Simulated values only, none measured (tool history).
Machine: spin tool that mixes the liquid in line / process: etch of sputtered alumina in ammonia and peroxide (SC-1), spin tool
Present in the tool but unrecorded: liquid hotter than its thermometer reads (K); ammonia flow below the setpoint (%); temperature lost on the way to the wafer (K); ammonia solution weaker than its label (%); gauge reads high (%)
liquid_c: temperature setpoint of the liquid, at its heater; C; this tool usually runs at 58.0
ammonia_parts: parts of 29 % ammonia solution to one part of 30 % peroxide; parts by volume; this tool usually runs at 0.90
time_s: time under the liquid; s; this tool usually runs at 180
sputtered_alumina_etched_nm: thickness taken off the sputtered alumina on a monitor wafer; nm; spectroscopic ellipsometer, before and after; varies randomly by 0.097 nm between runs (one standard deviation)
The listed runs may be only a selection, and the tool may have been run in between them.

| run | hour | liquid_c | ammonia_parts | time_s | wafers since the last listed run | hours since the thermometer was replaced | hours since the ammonia flow meter was replaced | hours since the heated supply line was repaired | hours since the drum of ammonia solution was connected | hours since the gauge calibration | read-back film thickness of the sputtered alumina reference wafer, read on the same gauge (nm) | sputtered_alumina_etched_nm |
|---|---|---|---|---|---|---|---|---|---|---|---|---|
| 1 | 0.0 | 58.0 | 0.90 | 180 | 0 | 1341.7 | 960.4 | 3301.9 | 415.4 | 939.1 | 30.02 | 14.87 |
|  | 23.8 | ammonia flow meter replaced |
| 2 | 34.0 | 58.0 | 0.90 | 180 | 249 | 1375.7 | 10.2 | 3335.9 | 449.4 | 973.1 | 29.99 | 14.77 |
| 3 | 68.2 | 58.0 | 0.90 | 180 | 258 | 1409.9 | 44.4 | 3370.1 | 483.6 | 1007.3 | 30.00 | 14.68 |
| 4 | 172.2 | 61.5 | 1.10 | 245 | 785 | 1513.9 | 148.4 | 3474.1 | 587.6 | 1111.3 | 29.98 | 24.80 |
| 5 | 205.1 | 58.0 | 1.00 | 180 | 248 | 1546.8 | 181.3 | 3507.0 | 620.5 | 1144.2 | 30.04 | 14.99 |
| 6 | 219.8 | 58.0 | 0.90 | 100 | 111 | 1561.5 | 196.0 | 3521.7 | 635.2 | 1158.9 | 29.98 | 8.26 |
| 7 | 244.5 | 58.0 | 0.90 | 180 | 186 | 1586.2 | 220.7 | 3546.4 | 659.9 | 1183.6 | 30.03 | 14.72 |
| 8 | 274.6 | 49.0 | 0.90 | 180 | 227 | 1616.3 | 250.8 | 3576.5 | 690.0 | 1213.7 | 30.02 | 9.25 |
| 9 | 337.1 | 58.0 | 1.20 | 80 | 472 | 1678.8 | 313.3 | 3639.0 | 752.5 | 1276.2 | 30.01 | 6.83 |
|  | 366.1 | thermometer replaced |
| 10 | 371.8 | 53.0 | 1.00 | 250 | 254 | 5.7 | 348.0 | 3673.7 | 787.2 | 1310.9 | 30.00 | 14.99 |
|  | 372.4 | gauge calibrated |
|  | 376.8 | heated supply line repaired |
|  | 376.9 | new drum of ammonia solution connected |
| 11 | 390.8 | 58.0 | 0.90 | 180 | 134 | 24.7 | 367.0 | 14.0 | 13.9 | 18.4 | 30.01 | 13.77 |
| 12 | 404.4 | 58.0 | 0.90 | 150 | 102 | 38.3 | 380.6 | 27.6 | 27.5 | 32.0 | 29.99 | 11.65 |
| 13 | 437.8 | 48.0 | 1.20 | 265 | 252 | 71.7 | 414.0 | 61.0 | 60.9 | 65.4 | 30.01 | 12.30 |
| 14 | 468.3 | 67.5 | 0.90 | 235 | 230 | 102.2 | 444.5 | 91.5 | 91.4 | 95.9 | 30.02 | 29.19 |
| 15 | 489.9 | 58.0 | 0.90 | 180 | 163 | 123.8 | 466.1 | 113.1 | 113.0 | 117.5 | 30.03 | 14.00 |
| 16 | 506.1 | 49.0 | 0.90 | 180 | 122 | 140.0 | 482.3 | 129.3 | 129.2 | 133.7 | 29.99 | 8.45 |
| 17 | 533.9 | 55.0 | 1.10 | 125 | 209 | 167.8 | 510.1 | 157.1 | 157.0 | 161.5 | 30.01 | 8.37 |
| 18 | 563.0 | 58.0 | 0.70 | 120 | 219 | 196.9 | 539.2 | 186.2 | 186.1 | 190.6 | 29.95 | 9.11 |
| 19 | 585.9 | 48.5 | 0.50 | 280 | 172 | 219.8 | 562.1 | 209.1 | 209.0 | 213.5 | 29.96 | 12.11 |
| 20 | 605.1 | 58.0 | 0.70 | 270 | 145 | 239.0 | 581.3 | 228.3 | 228.2 | 232.7 | 29.99 | 20.46 |
| 21 | 631.3 | 54.5 | 0.50 | 250 | 197 | 265.2 | 607.5 | 254.5 | 254.4 | 258.9 | 30.01 | 15.21 |
| 22 | 648.8 | 58.0 | 0.50 | 180 | 132 | 282.7 | 625.0 | 272.0 | 271.9 | 276.4 | 30.02 | 13.37 |
| 23 | 672.1 | 58.0 | 1.20 | 240 | 175 | 306.0 | 648.3 | 295.3 | 295.2 | 299.7 | 30.00 | 19.27 |
| 24 | 686.2 | 58.0 | 0.55 | 180 | 106 | 320.1 | 662.4 | 309.4 | 309.3 | 313.8 | 29.96 | 13.42 |

How the hidden state differs across the entries between the runs, from the last listed run before each to the first after it:
Logged between run 1 and run 2: ammonia flow meter replaced (hour 23.8)
  liquid hotter than its thermometer reads (K): 1.22 -> 1.24
  what was measured, less what the result would be without the hidden state, sputtered_alumina_etched_nm: +0.91 -> +0.92 nm
Logged between run 9 and run 10: thermometer replaced (hour 366.1)
  liquid hotter than its thermometer reads (K): 1.45 -> 0.0502
  what was measured, less what the result would be without the hidden state, sputtered_alumina_etched_nm: +0.49 -> +0.04 nm
Logged between run 10 and run 11: gauge calibrated (hour 372.4); heated supply line repaired (hour 376.8); new drum of ammonia solution connected (hour 376.9)
  liquid hotter than its thermometer reads (K): 0.0502 -> 0.0634
  what was measured, less what the result would be without the hidden state, sputtered_alumina_etched_nm: +0.04 -> +0.05 nm

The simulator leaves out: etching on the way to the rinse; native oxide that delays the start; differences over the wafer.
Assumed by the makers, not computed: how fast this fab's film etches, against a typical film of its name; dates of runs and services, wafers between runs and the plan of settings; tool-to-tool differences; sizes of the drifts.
